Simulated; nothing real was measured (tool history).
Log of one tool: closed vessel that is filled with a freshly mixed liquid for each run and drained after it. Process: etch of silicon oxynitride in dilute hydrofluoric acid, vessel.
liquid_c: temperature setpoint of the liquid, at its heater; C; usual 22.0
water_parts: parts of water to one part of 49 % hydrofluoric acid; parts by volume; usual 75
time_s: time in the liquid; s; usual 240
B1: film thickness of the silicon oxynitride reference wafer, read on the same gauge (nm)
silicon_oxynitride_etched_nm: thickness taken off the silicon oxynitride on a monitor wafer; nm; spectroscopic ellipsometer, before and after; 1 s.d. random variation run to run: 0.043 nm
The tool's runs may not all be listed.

{"run": 1, "hour": 0.0, "liquid_c": 22.0, "water_parts": 75, "time_s": 185, "B1": 99.99, "silicon_oxynitride_etched_nm": 6.17}
{"run": 2, "hour": 6.5, "liquid_c": 22.0, "water_parts": 75, "time_s": 185, "B1": 99.98, "silicon_oxynitride_etched_nm": 6.15}
{"hour": 12.1, "done": "gauge calibrated"}
{"run": 3, "hour": 13.4, "liquid_c": 22.0, "water_parts": 75, "time_s": 185, "B1": 99.96, "silicon_oxynitride_etched_nm": 6.11}
{"run": 4, "hour": 20.8, "liquid_c": 22.0, "water_parts": 100, "time_s": 240, "B1": 99.93, "silicon_oxynitride_etched_nm": 5.86}
{"run": 5, "hour": 45.8, "liquid_c": 22.0, "water_parts": 100, "time_s": 240, "B1": 100.0, "silicon_oxynitride_etched_nm": 5.84}
{"run": 6, "hour": 57.4, "liquid_c": 22.0, "water_parts": 75, "time_s": 240, "B1": 99.99, "silicon_oxynitride_etched_nm": 7.91}
{"run": 7, "hour": 68.3, "liquid_c": 24.5, "water_parts": 75, "time_s": 240, "B1": 99.98, "silicon_oxynitride_etched_nm": 8.94}
{"run": 8, "hour": 81.4, "liquid_c": 24.5, "water_parts": 75, "time_s": 240, "B1": 100.01, "silicon_oxynitride_etched_nm": 8.86}
{"run": 9, "hour": 98.3, "liquid_c": 24.0, "water_parts": 75, "time_s": 240, "B1": 100.0, "silicon_oxynitride_etched_nm": 8.7}
{"run": 10, "hour": 113.7, "liquid_c": 24.0, "water_parts": 75, "time_s": 240, "B1": 100.0, "silicon_oxynitride_etched_nm": 8.65}
{"run": 11, "hour": 131.5, "liquid_c": 24.0, "water_parts": 75, "time_s": 240, "B1": 99.96, "silicon_oxynitride_etched_nm": 8.64}
{"run": 12, "hour": 142.8, "liquid_c": 22.0, "water_parts": 75, "time_s": 155, "B1": 100.0, "silicon_oxynitride_etched_nm": 5.07}
{"hour": 148.0, "done": "thermometer replaced"}
{"run": 13, "hour": 151.4, "liquid_c": 19.5, "water_parts": 75, "time_s": 340, "B1": 100.04, "silicon_oxynitride_etched_nm": 9.92}
{"run": 14, "hour": 167.8, "liquid_c": 19.5, "water_parts": 75, "time_s": 340, "B1": 99.99, "silicon_oxynitride_etched_nm": 9.83}
{"run": 15, "hour": 178.9, "liquid_c": 25.5, "water_parts": 105, "time_s": 140, "B1": 100.0, "silicon_oxynitride_etched_nm": 3.75}
{"run": 16, "hour": 185.5, "liquid_c": 22.0, "water_parts": 75, "time_s": 240, "B1": 99.97, "silicon_oxynitride_etched_nm": 7.81}
{"run": 17, "hour": 197.9, "liquid_c": 22.0, "water_parts": 75, "time_s": 240, "B1": 99.99, "silicon_oxynitride_etched_nm": 7.82}
{"run": 18, "hour": 205.6, "liquid_c": 22.0, "water_parts": 115, "time_s": 330, "B1": 100.0, "silicon_oxynitride_etched_nm": 6.79}
{"run": 19, "hour": 212.2, "liquid_c": 19.5, "water_parts": 75, "time_s": 340, "B1": 99.99, "silicon_oxynitride_etched_nm": 9.79}
{"run": 20, "hour": 227.7, "liquid_c": 26.0, "water_parts": 75, "time_s": 135, "B1": 99.99, "silicon_oxynitride_etched_nm": 5.32}
{"run": 21, "hour": 235.1, "liquid_c": 25.0, "water_parts": 60, "time_s": 145, "B1": 100.02, "silicon_oxynitride_etched_nm": 6.87}
{"hour": 236.9, "done": "gauge calibrated"}
{"run": 22, "hour": 242.9, "liquid_c": 18.0, "water_parts": 100, "time_s": 285, "B1": 100.05, "silicon_oxynitride_etched_nm": 5.56}
{"hour": 247.2, "done": "hydrofluoric acid flow meter replaced"}
{"run": 23, "hour": 249.5, "liquid_c": 24.0, "water_parts": 60, "time_s": 140, "B1": 99.99, "silicon_oxynitride_etched_nm": 7.12}
{"run": 24, "hour": 264.2, "liquid_c": 19.0, "water_parts": 75, "time_s": 240, "B1": 99.93, "silicon_oxynitride_etched_nm": 7.45}
{"run": 25, "hour": 273.0, "liquid_c": 27.0, "water_parts": 105, "time_s": 240, "B1": 100.04, "silicon_oxynitride_etched_nm": 7.68}
{"run": 26, "hour": 279.8, "liquid_c": 22.0, "water_parts": 75, "time_s": 240, "B1": 99.96, "silicon_oxynitride_etched_nm": 8.72}
{"run": 27, "hour": 293.0, "liquid_c": 18.0, "water_parts": 100, "time_s": 285, "B1": 100.05, "silicon_oxynitride_etched_nm": 6.26}
{"run": 28, "hour": 308.8, "liquid_c": 23.5, "water_parts": 95, "time_s": 175, "B1": 99.98, "silicon_oxynitride_etched_nm": 5.24}
{"run": 29, "hour": 324.6, "liquid_c": 24.5, "water_parts": 115, "time_s": 355, "B1": 99.97, "silicon_oxynitride_etched_nm": 9.18}

Here are 4 independent what-if runs from the current tool condition. What would each one return?
{"run": "A", "hour": 325.3, "liquid_c": 22.0, "water_parts": 75, "time_s": 240, "B1": "?", "silicon_oxynitride_etched_nm": "?"}
{"run": "B", "hour": 325.3, "liquid_c": 24.0, "water_parts": 75, "time_s": 275, "B1": "?", "silicon_oxynitride_etched_nm": "?"}
{"run": "C", "hour": 325.3, "liquid_c": 22.0, "water_parts": 75, "time_s": 160, "B1": "?", "silicon_oxynitride_etched_nm": "?"}
{"run": "D", "hour": 325.3, "liquid_c": 17.5, "water_parts": 110, "time_s": 355, "B1": "?", "silicon_oxynitride_etched_nm": "?"}

run=A B1=100.01 silicon_oxynitride_etched_nm=8.67
run=B B1=100.01 silicon_oxynitride_etched_nm=10.94
run=C B1=100.01 silicon_oxynitride_etched_nm=5.78
run=D B1=100.01 silicon_oxynitride_etched_nm=6.83
With the hidden condition removed and each run's random variation left untouched, the same runs would have given:
run=A silicon_oxynitride_etched_nm=8.75
run=B silicon_oxynitride_etched_nm=11.05
run=C silicon_oxynitride_etched_nm=5.84
run=D silicon_oxynitride_etched_nm=6.90
